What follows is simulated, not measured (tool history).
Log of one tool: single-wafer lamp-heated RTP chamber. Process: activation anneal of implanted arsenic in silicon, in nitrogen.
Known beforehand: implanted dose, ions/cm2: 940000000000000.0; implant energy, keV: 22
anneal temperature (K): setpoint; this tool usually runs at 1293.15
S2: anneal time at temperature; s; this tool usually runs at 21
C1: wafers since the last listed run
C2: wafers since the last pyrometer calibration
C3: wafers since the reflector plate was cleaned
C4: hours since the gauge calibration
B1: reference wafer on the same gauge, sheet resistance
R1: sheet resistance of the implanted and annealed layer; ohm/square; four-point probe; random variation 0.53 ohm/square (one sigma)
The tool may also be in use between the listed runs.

{"run": 1, "hour": 0.0, "anneal temperature (K)": 1293.15, "S2": 21, "C1": 0, "C2": 2438, "C3": 13619, "C4": 276.4, "B1": 131.86, "R1": 137.67}
{"run": 2, "hour": 10.4, "anneal temperature (K)": 1293.15, "S2": 21, "C1": 122, "C2": 2561, "C3": 13742, "C4": 286.8, "B1": 131.97, "R1": 136.82}
{"run": 3, "hour": 25.2, "anneal temperature (K)": 1293.15, "S2": 21, "C1": 174, "C2": 2736, "C3": 13917, "C4": 301.6, "B1": 131.92, "R1": 137.96}
{"run": 4, "hour": 38.3, "anneal temperature (K)": 1293.15, "S2": 21, "C1": 154, "C2": 2891, "C3": 14072, "C4": 314.7, "B1": 132.03, "R1": 137.61}
{"run": 5, "hour": 59.6, "anneal temperature (K)": 1293.15, "S2": 21, "C1": 251, "C2": 3142, "C3": 14324, "C4": 336.0, "B1": 132.06, "R1": 136.91}
{"run": 6, "hour": 73.2, "anneal temperature (K)": 1293.15, "S2": 21, "C1": 160, "C2": 3303, "C3": 14485, "C4": 349.6, "B1": 131.98, "R1": 137.22}
{"run": 7, "hour": 83.5, "anneal temperature (K)": 1274.15, "S2": 14, "C1": 121, "C2": 3425, "C3": 14607, "C4": 359.9, "B1": 132.03, "R1": 144.48}
{"run": 8, "hour": 89.7, "anneal temperature (K)": 1274.15, "S2": 14, "C1": 73, "C2": 3498, "C3": 14680, "C4": 366.1, "B1": 131.93, "R1": 145.08}
{"run": 9, "hour": 95.9, "anneal temperature (K)": 1274.15, "S2": 14, "C1": 73, "C2": 3572, "C3": 14753, "C4": 372.3, "B1": 132.0, "R1": 144.07}
{"run": 10, "hour": 113.6, "anneal temperature (K)": 1282.15, "S2": 21, "C1": 209, "C2": 3781, "C3": 14962, "C4": 390.0, "B1": 132.02, "R1": 138.52}
{"hour": 116.5, "done": "gauge calibrated"}
{"run": 11, "hour": 123.2, "anneal temperature (K)": 1316.15, "S2": 29, "C1": 113, "C2": 3894, "C3": 15076, "C4": 6.7, "B1": 131.99, "R1": 128.03}
{"hour": 139.9, "done": "pyrometer window cleaned and pyrometer calibrated"}
{"run": 12, "hour": 140.4, "anneal temperature (K)": 1316.15, "S2": 29, "C1": 108, "C2": 6, "C3": 15185, "C4": 23.9, "B1": 132.02, "R1": 130.65}
{"run": 13, "hour": 147.7, "anneal temperature (K)": 1276.15, "S2": 21, "C1": 86, "C2": 92, "C3": 15271, "C4": 31.2, "B1": 132.11, "R1": 142.33}
{"run": 14, "hour": 154.6, "anneal temperature (K)": 1276.15, "S2": 21, "C1": 81, "C2": 174, "C3": 15353, "C4": 38.1, "B1": 131.95, "R1": 142.24}
{"hour": 163.9, "done": "reflector plate cleaned"}
{"run": 15, "hour": 200.2, "anneal temperature (K)": 1276.15, "S2": 21, "C1": 444, "C2": 618, "C3": 428, "C4": 83.7, "B1": 132.03, "R1": 142.38}
{"run": 16, "hour": 211.8, "anneal temperature (K)": 1293.15, "S2": 21, "C1": 137, "C2": 756, "C3": 565, "C4": 95.3, "B1": 132.01, "R1": 137.89}
{"run": 17, "hour": 223.9, "anneal temperature (K)": 1282.15, "S2": 21, "C1": 143, "C2": 899, "C3": 708, "C4": 107.4, "B1": 131.95, "R1": 140.94}
{"run": 18, "hour": 237.1, "anneal temperature (K)": 1315.15, "S2": 9, "C1": 156, "C2": 1055, "C3": 864, "C4": 120.6, "B1": 132.13, "R1": 140.76}
{"run": 19, "hour": 246.5, "anneal temperature (K)": 1293.15, "S2": 21, "C1": 111, "C2": 1166, "C3": 976, "C4": 130.0, "B1": 131.97, "R1": 137.22}
{"run": 20, "hour": 257.6, "anneal temperature (K)": 1317.15, "S2": 11, "C1": 131, "C2": 1297, "C3": 1107, "C4": 141.1, "B1": 131.9, "R1": 139.06}
{"run": 21, "hour": 272.3, "anneal temperature (K)": 1312.15, "S2": 17, "C1": 173, "C2": 1471, "C3": 1281, "C4": 155.8, "B1": 132.03, "R1": 135.25}
{"run": 22, "hour": 284.0, "anneal temperature (K)": 1305.15, "S2": 25, "C1": 138, "C2": 1609, "C3": 1419, "C4": 167.5, "B1": 131.93, "R1": 132.68}
{"run": 23, "hour": 291.2, "anneal temperature (K)": 1293.15, "S2": 21, "C1": 85, "C2": 1694, "C3": 1504, "C4": 174.7, "B1": 131.9, "R1": 137.54}
{"run": 24, "hour": 307.8, "anneal temperature (K)": 1274.15, "S2": 17, "C1": 196, "C2": 1891, "C3": 1700, "C4": 191.3, "B1": 132.03, "R1": 144.42}
{"run": 25, "hour": 317.1, "anneal temperature (K)": 1321.15, "S2": 21, "C1": 109, "C2": 2001, "C3": 1810, "C4": 200.6, "B1": 132.02, "R1": 131.21}
{"run": 26, "hour": 323.8, "anneal temperature (K)": 1293.15, "S2": 21, "C1": 79, "C2": 2080, "C3": 1890, "C4": 207.3, "B1": 131.83, "R1": 137.17}
{"run": 27, "hour": 335.7, "anneal temperature (K)": 1318.15, "S2": 21, "C1": 140, "C2": 2221, "C3": 2030, "C4": 219.2, "B1": 131.97, "R1": 132.59}
{"run": 28, "hour": 344.0, "anneal temperature (K)": 1293.15, "S2": 21, "C1": 98, "C2": 2319, "C3": 2128, "C4": 227.5, "B1": 132.01, "R1": 137.59}
{"run": 29, "hour": 356.8, "anneal temperature (K)": 1316.15, "S2": 12, "C1": 151, "C2": 2470, "C3": 2280, "C4": 240.3, "B1": 131.97, "R1": 137.4}
{"run": 30, "hour": 371.3, "anneal temperature (K)": 1293.15, "S2": 32, "C1": 171, "C2": 2641, "C3": 2451, "C4": 254.8, "B1": 132.03, "R1": 133.84}
{"run": 31, "hour": 383.9, "anneal temperature (K)": 1323.15, "S2": 31, "C1": 148, "C2": 2790, "C3": 2600, "C4": 267.4, "B1": 131.94, "R1": 128.11}
{"run": 32, "hour": 391.3, "anneal temperature (K)": 1293.15, "S2": 21, "C1": 87, "C2": 2878, "C3": 2688, "C4": 274.8, "B1": 131.97, "R1": 137.24}
{"run": 33, "hour": 400.8, "anneal temperature (K)": 1293.15, "S2": 21, "C1": 112, "C2": 2990, "C3": 2800, "C4": 284.3, "B1": 131.93, "R1": 136.76}
{"run": 34, "hour": 411.4, "anneal temperature (K)": 1266.15, "S2": 30, "C1": 125, "C2": 3116, "C3": 2925, "C4": 294.9, "B1": 131.95, "R1": 139.07}
{"run": 35, "hour": 428.9, "anneal temperature (K)": 1293.15, "S2": 21, "C1": 206, "C2": 3323, "C3": 3132, "C4": 312.4, "B1": 131.93, "R1": 136.51}
{"hour": 441.1, "done": "gauge calibrated"}
{"run": 36, "hour": 441.7, "anneal temperature (K)": 1280.15, "S2": 21, "C1": 151, "C2": 3474, "C3": 3284, "C4": 0.6, "B1": 132.05, "R1": 139.46}
{"run": 37, "hour": 452.7, "anneal temperature (K)": 1266.15, "S2": 17, "C1": 130, "C2": 3604, "C3": 3414, "C4": 11.6, "B1": 132.02, "R1": 144.63}

Measured minus without-hidden-state, run by run (identical run-to-run variation in each term; gauge scatter may differ):
What the log doesn't record here: true wafer temperature minus pyrometer reading, K; wafer temperature error from the tarnished reflector plate, K; gauge reads high (%).
run=1 R1=-0.94
run=2 R1=-1.03
run=3 R1=-1.17
run=4 R1=-1.30
run=5 R1=-1.51
run=6 R1=-1.67
run=7 R1=-2.13
run=8 R1=-2.23
run=9 R1=-2.30
run=10 R1=-2.36
run=11 R1=-2.04
run=12 R1=-0.19
run=13 R1=-0.25
run=14 R1=-0.26
run=15 R1=-0.34
run=16 R1=-0.32
run=17 R1=-0.41
run=18 R1=-0.38
run=19 R1=-0.45
run=20 R1=-0.46
run=21 R1=-0.52
run=22 R1=-0.59
run=23 R1=-0.69
run=24 R1=-0.97
run=25 R1=-0.77
run=26 R1=-0.92
run=27 R1=-0.90
run=28 R1=-1.09
run=29 R1=-1.08
run=30 R1=-1.31
run=31 R1=-1.30
run=32 R1=-1.52
run=33 R1=-1.62
run=34 R1=-2.16
run=35 R1=-1.92
run=36 R1=-2.34
run=37 R1=-2.85
